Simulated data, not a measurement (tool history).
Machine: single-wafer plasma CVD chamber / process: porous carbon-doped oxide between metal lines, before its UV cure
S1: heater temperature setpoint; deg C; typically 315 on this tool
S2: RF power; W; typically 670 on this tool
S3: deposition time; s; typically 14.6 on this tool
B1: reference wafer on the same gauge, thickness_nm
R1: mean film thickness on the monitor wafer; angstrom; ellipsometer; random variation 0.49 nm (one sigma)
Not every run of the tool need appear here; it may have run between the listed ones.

run    hour   S1   S2    S3      B1       R1
  1     0.0  315  670  13.4  97.780   857.29
        6.0  -- thermocouple changed; heater temperature recalibrated
  2    76.6  307  670  14.6  97.755   956.00
  3   184.0  307  670  14.6  97.718   960.08
  4   271.0  307  670  14.6  97.659   959.96
  5   376.1  315  670  14.6  97.785   917.98
  6   483.0  315  670  14.6  97.832   924.07
  7   583.8  315  670  14.6  97.766   922.82
  8   855.4  315  670  14.6  97.816   924.47
  9   891.9  315  670  14.6  97.729   924.78
 10   940.4  315  670  14.6  97.877   933.05
 11  1034.2  315  670  12.6  97.828   810.98
     1054.4  -- showerhead replaced
 12  1086.1  315  670  12.6  97.784   810.71
     1142.6  -- thermocouple changed; heater temperature recalibrated
     1162.6  -- RF generator calibrated
 13  1163.1  315  670  14.6  97.839   918.10
 14  1251.0  315  670  14.6  97.757   932.66
 15  1299.9  306  620  17.5  97.748  1129.01
 16  1391.6  315  670  14.6  97.775   928.79
     1449.1  -- gauge calibrated
 17  1496.5  303  790  17.3  97.791  1231.23
 18  1787.2  307  620  16.6  97.809  1074.85
 19  1864.0  315  740  16.0  97.740  1048.19
 20  1943.8  307  670  14.6  97.766   989.03
 21  2018.8  315  670  14.6  97.859   947.18
     2037.2  -- thermocouple changed; heater temperature recalibrated
 22  2193.4  303  670  14.6  97.803   981.18
 23  2274.9  315  670  14.6  97.844   914.04
 24  2365.6  315  755  14.6  97.896   955.20
 25  2462.5  301  670  14.6  97.746   983.60
 26  2547.4  330  615  13.8  97.819   789.29
 27  2598.4  304  670  12.6  97.848   856.83
 28  2657.6  311  770  14.6  97.811   984.99
 29  2703.1  326  785  14.6  97.819   928.34

List, for all runs, the conditions of the tool that the log does not record:
gauge reads high (%): 0 in every run
H1: wafer temperature above the value expected at the setpoint (K)
H2: delivered RF power above the setpoint (%)
run      H1      H2
  1   -4.91   -3.03
  2  -0.851   -3.27
  3   -1.46   -3.62
  4   -1.96   -3.93
  5   -2.56   -4.32
  6   -3.17   -4.75
  7   -3.75   -5.18
  8    -5.3   -6.47
  9   -5.51   -6.66
 10   -5.79   -6.91
 11   -6.32   -7.41
 12   -6.62    -7.7
 13   0.226  -0.285
 14  -0.276  -0.295
 15  -0.555  -0.308
 16   -1.08  -0.349
 17   -1.68  -0.421
 18   -3.34  -0.762
 19   -3.78  -0.886
 20   -4.24   -1.03
 21   -4.66   -1.18
 22   0.803   -1.58
 23   0.337    -1.8
 24  -0.181   -2.05
 25  -0.735   -2.35
 26   -1.22   -2.63
 27   -1.51    -2.8
 28   -1.85   -3.01
 29   -2.11   -3.18

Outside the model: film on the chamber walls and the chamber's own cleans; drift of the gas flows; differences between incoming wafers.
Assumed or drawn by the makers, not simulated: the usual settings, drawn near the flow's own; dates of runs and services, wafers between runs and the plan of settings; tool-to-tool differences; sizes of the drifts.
